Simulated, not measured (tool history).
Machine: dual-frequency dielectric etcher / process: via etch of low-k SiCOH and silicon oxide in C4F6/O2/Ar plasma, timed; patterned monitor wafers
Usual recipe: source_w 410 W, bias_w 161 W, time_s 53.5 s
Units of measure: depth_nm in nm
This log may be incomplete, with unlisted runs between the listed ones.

run	hour	source_w	bias_w	time_s	wafers since the last listed run	hours since the last wet clean	hours since the last source power generator calibration	hours since the last bias power generator calibration	hours since the last upper electrode change	hours since the gauge calibration	read-back reference wafer on the same gauge, depth_nm	depth_nm
1	0.0	410	135	53.5	0	161.6	2699.8	3377.1	4778.0	644.2	132.9	155.4
2	24.4	410	135	53.5	262	186.0	2724.2	3401.5	4802.4	668.6	133.0	152.7
3	56.0	410	161	53.5	339	217.6	2755.8	3433.1	4834.0	700.2	133.1	160.8
4	90.3	410	161	53.5	368	251.9	2790.1	3467.4	4868.3	734.5	133.0	161.1
5	118.0	410	161	53.5	297	279.6	2817.8	3495.1	4896.0	762.2	132.9	160.9
6	146.5	410	161	53.5	306	308.1	2846.3	3523.6	4924.5	790.7	132.9	161.2
7	180.3	410	161	53.5	363	341.9	2880.1	3557.4	4958.3	824.5	132.9	161.1
8	207.3	410	161	53.5	290	368.9	2907.1	3584.4	4985.3	851.5	133.0	160.7
9	242.9	410	161	53.5	382	404.5	2942.7	3620.0	5020.9	887.1	133.1	161.9
# hour 273.3: upper electrode replaced
10	273.8	410	142	63.0	74	435.4	2973.6	3650.9	0.5	918.0	133.1	184.7
# hour 302.3: wet clean of the chamber
11	302.8	410	142	63.0	53	0.5	3002.6	3679.9	29.5	947.0	133.0	184.8
12	303.1	410	161	48.0	3	0.8	3002.9	3680.2	29.8	947.3	133.1	144.9
13	402.6	410	161	46.0	1069	100.3	3102.4	3779.7	129.3	1046.8	133.0	138.1
14	421.6	410	161	58.0	204	119.3	3121.4	3798.7	148.3	1065.8	132.9	175.2
# hour 430.0: bias power generator calibrated
15	445.1	410	176	53.5	209	142.8	3144.9	15.1	171.8	1089.3	133.0	166.0
16	468.7	410	161	46.0	253	166.4	3168.5	38.7	195.4	1112.9	133.1	138.7
# hour 477.7: gauge calibrated
17	559.7	410	201	53.5	977	257.4	3259.5	129.7	286.4	82.0	133.0	170.3
18	593.8	410	161	53.5	366	291.5	3293.6	163.8	320.5	116.1	133.0	161.8
19	621.3	410	142	53.5	295	319.0	3321.1	191.3	348.0	143.6	132.9	155.8
# hour 627.6: source power generator calibrated
20	646.9	410	138	44.0	232	344.6	19.3	216.9	373.6	169.2	133.0	127.4
21	673.3	410	161	53.5	283	371.0	45.7	243.3	400.0	195.6	133.0	160.8
22	709.1	410	161	53.5	384	406.8	81.5	279.1	435.8	231.4	133.0	161.4
# hour 765.7: wet clean of the chamber
23	766.2	410	161	53.5	355	0.5	138.6	336.2	492.9	288.5	132.9	161.5
24	766.5	410	188	59.5	3	0.8	138.9	336.5	493.2	288.8	133.0	187.4
25	777.1	350	122	44.0	113	11.4	149.5	347.1	503.8	299.4	132.9	115.8
26	801.2	360	130	47.5	258	35.5	173.6	371.2	527.9	323.5	132.9	127.4
27	837.2	340	129	61.0	386	71.5	209.6	407.2	563.9	359.5	133.0	161.2
28	860.3	410	161	65.0	248	94.6	232.7	430.3	587.0	382.6	133.0	194.4
29	888.8	410	137	53.5	306	123.1	261.2	458.8	615.5	411.1	133.0	154.6
30	910.0	320	194	46.0	227	144.3	282.4	480.0	636.7	432.3	132.9	132.2

Branching from run 30: 4 alternative next runs. What would each branch give?
A	910.4	410	161	43.0	4	144.7	282.8	480.4	637.1	432.7	?	?
B	910.4	410	132	53.5	4	144.7	282.8	480.4	637.1	432.7	?	?
C	910.4	380	129	53.5	4	144.7	282.8	480.4	637.1	432.7	?	?
D	910.4	490	123	42.5	4	144.7	282.8	480.4	637.1	432.7	?	?

run	read-back reference wafer on the same gauge, depth_nm	depth_nm
A	133.0	129.3
B	133.0	152.8
C	133.0	147.4
D	133.0	128.1
The same runs, with their run-to-run variation unchanged, on a tool lacking any hidden condition would have given:
run	depth_nm
A	129.3
B	152.8
C	147.4
D	128.1
